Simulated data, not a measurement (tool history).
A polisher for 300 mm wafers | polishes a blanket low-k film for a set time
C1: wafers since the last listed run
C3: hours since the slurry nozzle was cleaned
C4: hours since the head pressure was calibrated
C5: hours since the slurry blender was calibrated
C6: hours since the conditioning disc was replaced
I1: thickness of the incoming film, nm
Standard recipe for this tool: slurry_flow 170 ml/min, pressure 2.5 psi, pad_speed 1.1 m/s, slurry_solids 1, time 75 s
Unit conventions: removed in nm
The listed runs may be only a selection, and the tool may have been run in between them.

Run 1, hour 0: usual settings but slurry_solids 0.9, time 84 s; C1 0; wafers polished on this pad 918; C3 687.9; C4 5.4; C5 333.4; C6 193.3; I1 498.9. Result: removed 44.7 nm.
Run 2, hour 79: usual settings but pad_speed 1.38 m/s; C1 552; wafers polished on this pad 1471; C3 766.9; C4 84.4; C5 412.4; C6 272.3; I1 487.8. Result: removed 48.6 nm.
At hour 103.2: slurry blender recalibrated.
At hour 105.9: slurry nozzle cleaned.
Run 3, hour 145: usual settings but pad_speed 1.38 m/s; C1 440; wafers polished on this pad 1912; C3 39.1; C4 150.4; C5 41.8; C6 338.3; I1 489.5. Result: removed 47.4 nm.
At hour 191.2: conditioning disc replaced and pad reconditioned.
At hour 209.5: worn pad replaced by a new one.
Run 4, hour 225: usual settings but pad_speed 1.38 m/s; C1 517; wafers polished on this pad 108; C3 119.1; C4 230.4; C5 121.8; C6 33.8; I1 493.4. Result: removed 46.2 nm.
Run 5, hour 269.6: usual settings; C1 312; wafers polished on this pad 420; C3 163.7; C4 275; C5 166.4; C6 78.4; I1 483.9. Result: removed 37.3 nm.
At hour 327.2: head pressure recalibrated.
Run 6, hour 482: usual settings; C1 1471; wafers polished on this pad 1892; C3 376.1; C4 154.8; C5 378.8; C6 290.8; I1 486.6. Result: removed 38.3 nm.
At hour 541.1: slurry blender recalibrated.
Run 7, hour 561.5: usual settings; C1 542; wafers polished on this pad 2434; C3 455.6; C4 234.3; C5 20.4; C6 370.3; I1 488. Result: removed 38.4 nm.
At hour 575.2: worn pad replaced by a new one.
Run 8, hour 597.6: usual settings; C1 224; wafers polished on this pad 156; C3 491.7; C4 270.4; C5 56.5; C6 406.4; I1 489.7. Result: removed 36.9 nm.
At hour 607.3: conditioning disc replaced and pad reconditioned.
At hour 704.2: head pressure recalibrated.
Run 9, hour 893.7: usual settings; C1 2043; wafers polished on this pad 2200; C3 787.8; C4 189.5; C5 352.6; C6 286.4; I1 492.7. Result: removed 40.9 nm.
At hour 910.3: slurry nozzle cleaned.
At hour 951: slurry blender recalibrated.
At hour 956.8: worn pad replaced by a new one.
Run 10, hour 959.6: usual settings; C1 412; wafers polished on this pad 19; C3 49.3; C4 255.4; C5 8.6; C6 352.3; I1 479.3. Result: removed 39.9 nm.
At hour 1009.2: conditioning disc replaced and pad reconditioned.
At hour 1050.6: head pressure recalibrated.
Run 11, hour 1059.5: usual settings but pressure 3.3 psi, time 87 s; C1 670; wafers polished on this pad 690; C3 149.2; C4 8.9; C5 108.5; C6 50.3; I1 489.7. Result: removed 61 nm.
Run 12, hour 1116.7: usual settings but slurry_flow 120 ml/min, pad_speed 1.46 m/s, time 90 s; C1 400; wafers polished on this pad 1090; C3 206.4; C4 66.1; C5 165.7; C6 107.5; I1 498.3. Result: removed 57.2 nm.
Run 13, hour 1220.3: usual settings; C1 724; wafers polished on this pad 1815; C3 310; C4 169.7; C5 269.3; C6 211.1; I1 490.1. Result: removed 39.3 nm.
Run 14, hour 1270.7: usual settings but pad_speed 1.38 m/s; C1 352; wafers polished on this pad 2167; C3 360.4; C4 220.1; C5 319.7; C6 261.5; I1 481. Result: removed 46.2 nm.
At hour 1292.1: slurry blender recalibrated.
At hour 1354.3: worn pad replaced by a new one.
Run 15, hour 1360.9: usual settings but slurry_flow 135 ml/min, pressure 2.8 psi, slurry_solids 1.1, time 50 s; C1 589; wafers polished on this pad 45; C3 450.6; C4 310.3; C5 68.8; C6 351.7; I1 485.5. Result: removed 27.3 nm.
Run 16, hour 1411.4: usual settings but pressure 3 psi; C1 353; wafers polished on this pad 399; C3 501.1; C4 360.8; C5 119.3; C6 402.2; I1 491. Result: removed 43.6 nm.
At hour 1448.2: head pressure recalibrated.
At hour 1501.3: conditioning disc replaced and pad reconditioned.
Run 17, hour 1503.8: usual settings but pressure 2 psi, slurry_solids 0.75, time 82 s; C1 618; wafers polished on this pad 1017; C3 593.5; C4 55.6; C5 211.7; C6 2.5; I1 488.7. Result: removed 31.6 nm.
Run 18, hour 1604.5: usual settings but slurry_flow 150 ml/min, pressure 2 psi, slurry_solids 1.25, time 64 s; C1 704; wafers polished on this pad 1722; C3 694.2; C4 156.3; C5 312.4; C6 103.2; I1 486.6. Result: removed 29.2 nm.
Run 19, hour 1674.1: usual settings but pressure 2.8 psi, pad_speed 1.48 m/s, slurry_solids 1.25; C1 486; wafers polished on this pad 2209; C3 763.8; C4 225.9; C5 382; C6 172.8; I1 491.3. Result: removed 58.5 nm.
At hour 1685.1: worn pad replaced by a new one.
At hour 1711: slurry nozzle cleaned.
At hour 1714.3: slurry blender recalibrated.
Run 20, hour 1749.1: usual settings but pressure 3.1 psi, slurry_solids 1.1; C1 475; wafers polished on this pad 426; C3 38.1; C4 300.9; C5 34.8; C6 247.8; I1 488.2. Result: removed 47.4 nm.
Run 21, hour 1787.6: usual settings but slurry_flow 140 ml/min, pad_speed 0.8 m/s, time 52 s; C1 269; wafers polished on this pad 696; C3 76.6; C4 339.4; C5 73.3; C6 286.3; I1 489.6. Result: removed 19.5 nm.

4 ways to go on from here, each from the tool as it stands after run 21. What would each give?
Run A, hour 1788: usual settings; C1 2; wafers polished on this pad 699; C3 77; C4 339.8; C5 73.7; C6 286.7; I1 496.8. Result: removed ?.
Run B, hour 1788: usual settings but slurry_flow 195 ml/min, time 53 s; C1 2; wafers polished on this pad 699; C3 77; C4 339.8; C5 73.7; C6 286.7; I1 496.8. Result: removed ?.
Run C, hour 1788: usual settings but slurry_solids 0.8, time 86 s; C1 2; wafers polished on this pad 699; C3 77; C4 339.8; C5 73.7; C6 286.7; I1 496.8. Result: removed ?.
Run D, hour 1788: usual settings but slurry_flow 135 ml/min, slurry_solids 0.8; C1 2; wafers polished on this pad 699; C3 77; C4 339.8; C5 73.7; C6 286.7; I1 496.8. Result: removed ?.

run  removed
  A     36.8
  B     26.6
  C     38.4
  D     32.1
What these runs would have given with no unlogged condition in the tool:
run  removed
  A     41.3
  B     29.8
  C       43
  D       36
